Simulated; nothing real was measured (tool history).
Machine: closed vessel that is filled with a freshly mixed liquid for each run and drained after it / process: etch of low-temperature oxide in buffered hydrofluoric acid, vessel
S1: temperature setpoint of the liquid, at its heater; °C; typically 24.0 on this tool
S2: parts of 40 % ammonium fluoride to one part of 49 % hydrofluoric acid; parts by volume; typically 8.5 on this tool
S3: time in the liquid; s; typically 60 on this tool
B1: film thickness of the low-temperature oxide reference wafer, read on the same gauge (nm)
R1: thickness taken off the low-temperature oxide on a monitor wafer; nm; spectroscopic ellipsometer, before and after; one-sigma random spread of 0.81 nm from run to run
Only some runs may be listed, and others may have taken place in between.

run,hour,S1,S2,S3,B1,R1
1,0.0,21.5,8.5,60,49.97,175.53
2,45.0,21.5,8.5,60,49.97,176.88
3,104.2,24.0,6.0,80,50.04,379.56
4,170.1,24.0,6.0,80,49.99,377.08
5,241.5,24.0,6.0,80,49.97,381.28
6,432.8,24.0,8.5,70,50.02,234.84
# hour 468.1: thermometer replaced
7,496.7,24.0,8.5,70,50.00,235.24
# hour 521.6: gauge calibrated
8,557.2,26.0,7.5,50,49.99,212.55
9,588.6,26.5,9.5,60,50.02,209.58

Predict the results of run 10:
# hour 611.1: hydrofluoric acid flow meter replaced
10,651.2,24.0,8.5,45,?,?

B1: 49.94
R1: 151.36 nm
Were there no unlogged condition in the tool, this run, its random variation unchanged, would have produced R1 151.36 nm.
